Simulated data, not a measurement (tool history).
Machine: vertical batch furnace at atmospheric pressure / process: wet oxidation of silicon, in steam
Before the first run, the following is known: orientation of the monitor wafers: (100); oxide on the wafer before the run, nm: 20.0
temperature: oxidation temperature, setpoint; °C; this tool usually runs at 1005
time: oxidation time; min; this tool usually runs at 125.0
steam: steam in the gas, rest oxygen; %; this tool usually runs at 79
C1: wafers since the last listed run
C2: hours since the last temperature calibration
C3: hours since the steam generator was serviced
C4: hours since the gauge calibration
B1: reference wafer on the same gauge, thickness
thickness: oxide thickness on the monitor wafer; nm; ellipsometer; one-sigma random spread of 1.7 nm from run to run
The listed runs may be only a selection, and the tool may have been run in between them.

Run 1, hour 0.0: usual settings; C1 0; C2 1746.7; C3 1968.0; C4 99.8; B1 481.98. Result: thickness 540.50 nm.
Run 2, hour 10.6: usual settings; C1 125; C2 1757.3; C3 1978.6; C4 110.4; B1 481.96. Result: thickness 539.89 nm.
Run 3, hour 31.6: usual settings; C1 249; C2 1778.3; C3 1999.6; C4 131.4; B1 482.20. Result: thickness 539.66 nm.
Run 4, hour 51.9: usual settings; C1 240; C2 1798.6; C3 2019.9; C4 151.7; B1 482.32. Result: thickness 538.95 nm.
Run 5, hour 73.7: usual settings but temperature 999 °C, steam 86 %; C1 258; C2 1820.4; C3 2041.7; C4 173.5; B1 482.25. Result: thickness 546.29 nm.
Run 6, hour 87.6: usual settings but temperature 999 °C, steam 86 %; C1 164; C2 1834.3; C3 2055.6; C4 187.4; B1 482.11. Result: thickness 549.21 nm.
Run 7, hour 106.3: usual settings but temperature 999 °C, steam 86 %; C1 221; C2 1853.0; C3 2074.3; C4 206.1; B1 481.74. Result: thickness 548.94 nm.
Run 8, hour 126.4: usual settings but temperature 994 °C, steam 72 %; C1 238; C2 1873.1; C3 2094.4; C4 226.2; B1 482.03. Result: thickness 471.80 nm.
Run 9, hour 138.8: usual settings but temperature 994 °C, steam 72 %; C1 147; C2 1885.5; C3 2106.8; C4 238.6; B1 482.05. Result: thickness 473.23 nm.
Run 10, hour 154.3: usual settings but temperature 994 °C, steam 72 %; C1 183; C2 1901.0; C3 2122.3; C4 254.1; B1 482.20. Result: thickness 471.08 nm.
Run 11, hour 166.7: usual settings; C1 147; C2 1913.4; C3 2134.7; C4 266.5; B1 481.76. Result: thickness 540.26 nm.
Run 12, hour 183.1: usual settings; C1 194; C2 1929.8; C3 2151.1; C4 282.9; B1 482.24. Result: thickness 537.90 nm.
Run 13, hour 204.5: usual settings; C1 253; C2 1951.2; C3 2172.5; C4 304.3; B1 481.93. Result: thickness 534.79 nm.
Run 14, hour 219.6: usual settings; C1 179; C2 1966.3; C3 2187.6; C4 319.4; B1 481.83. Result: thickness 538.55 nm.
Run 15, hour 242.3: usual settings but time 109.0 min; C1 269; C2 1989.0; C3 2210.3; C4 342.1; B1 481.97. Result: thickness 492.32 nm.
Run 16, hour 267.8: usual settings but time 91.0 min, steam 88 %; C1 302; C2 2014.5; C3 2235.8; C4 367.6; B1 482.26. Result: thickness 470.91 nm.
Run 17, hour 281.2: usual settings but time 91.0 min, steam 88 %; C1 158; C2 2027.9; C3 2249.2; C4 381.0; B1 482.04. Result: thickness 470.69 nm.
At hour 301.3: gauge calibrated.
At hour 310.1: thermocouples replaced and temperature profile calibrated.
Run 18, hour 310.6: usual settings; C1 64; C2 0.5; C3 2278.6; C4 9.3; B1 482.19. Result: thickness 539.20 nm.
Run 19, hour 325.9: usual settings; C1 181; C2 15.8; C3 2293.9; C4 24.6; B1 481.79. Result: thickness 539.08 nm.
Run 20, hour 337.7: usual settings but temperature 994 °C, steam 72 %; C1 140; C2 27.6; C3 2305.7; C4 36.4; B1 482.39. Result: thickness 473.46 nm.
At hour 370.4: steam generator serviced.
Run 21, hour 370.9: usual settings but temperature 1014 °C, time 177.0 min, steam 72 %; C1 109; C2 60.8; C3 0.5; C4 69.6; B1 482.20. Result: thickness 707.52 nm.
Run 22, hour 377.3: usual settings but time 70.5 min; C1 75; C2 67.2; C3 6.9; C4 76.0; B1 481.86. Result: thickness 395.85 nm.
Run 23, hour 383.7: usual settings but temperature 1015 °C, time 167.0 min, steam 70 %; C1 75; C2 73.6; C3 13.3; C4 82.4; B1 481.82. Result: thickness 669.34 nm.
Run 24, hour 390.1: usual settings but temperature 1012 °C, time 65.5 min, steam 69 %; C1 75; C2 80.0; C3 19.7; C4 88.8; B1 482.04. Result: thickness 360.72 nm.
Run 25, hour 397.8: usual settings but time 107.5 min; C1 91; C2 87.7; C3 27.4; C4 96.5; B1 481.92. Result: thickness 516.15 nm.
Run 26, hour 412.3: usual settings but time 156.0 min; C1 172; C2 102.2; C3 41.9; C4 111.0; B1 482.12. Result: thickness 653.31 nm.
Run 27, hour 431.8: usual settings but temperature 994 °C; C1 231; C2 121.7; C3 61.4; C4 130.5; B1 481.92. Result: thickness 529.32 nm.
Run 28, hour 451.7: usual settings but temperature 1029 °C; C1 236; C2 141.6; C3 81.3; C4 150.4; B1 481.88. Result: thickness 644.93 nm.
Run 29, hour 471.7: usual settings but temperature 1015 °C, steam 68 %; C1 237; C2 161.6; C3 101.3; C4 170.4; B1 482.06. Result: thickness 549.76 nm.
Run 30, hour 494.9: usual settings but temperature 984 °C, time 145.0 min, steam 68 %; C1 275; C2 184.8; C3 124.5; C4 193.6; B1 482.10. Result: thickness 496.91 nm.
Run 31, hour 505.7: usual settings but temperature 995 °C, time 67.5 min, steam 83 %; C1 128; C2 195.6; C3 135.3; C4 204.4; B1 482.10. Result: thickness 367.38 nm.
Run 32, hour 531.2: usual settings but temperature 991 °C, time 154.5 min; C1 302; C2 221.1; C3 160.8; C4 229.9; B1 482.09. Result: thickness 592.90 nm.
Run 33, hour 546.3: usual settings but temperature 998 °C, time 66.0 min, steam 74 %; C1 179; C2 236.2; C3 175.9; C4 245.0; B1 482.03. Result: thickness 339.87 nm.
Run 34, hour 561.4: usual settings; C1 179; C2 251.3; C3 191.0; C4 260.1; B1 481.55. Result: thickness 562.96 nm.
Run 35, hour 579.3: usual settings but temperature 986 °C, time 148.5 min, steam 82 %; C1 212; C2 269.2; C3 208.9; C4 278.0; B1 482.02. Result: thickness 570.57 nm.
Run 36, hour 592.1: usual settings; C1 151; C2 282.0; C3 221.7; C4 290.8; B1 481.90. Result: thickness 565.10 nm.
Run 37, hour 609.6: usual settings; C1 207; C2 299.5; C3 239.2; C4 308.3; B1 481.94. Result: thickness 565.49 nm.

Run by run, hidden condition taken away, random variation retained:
The tool's hidden condition here consists of: true tube temperature minus thermocouple reading, K; steam share off its setpoint, % of the setpoint; gauge reads high (%).
run  thickness
  1     575.31
  2     574.69
  3     574.52
  4     573.82
  5     581.92
  6     585.06
  7     584.84
  8     503.56
  9     505.12
 10     502.86
 11     575.52
 12     573.05
 13     569.79
 14     573.83
 15     525.01
 16     502.43
 17     502.22
 18     574.72
 19     574.63
 20     505.78
 21     710.06
 22     397.59
 23     672.36
 24     362.66
 25     519.10
 26     657.58
 27     533.65
 28     650.66
 29     555.54
 30     503.22
 31     372.42
 32     601.50
 33     345.45
 34     572.02
 35     580.58
 36     575.19
 37     576.12
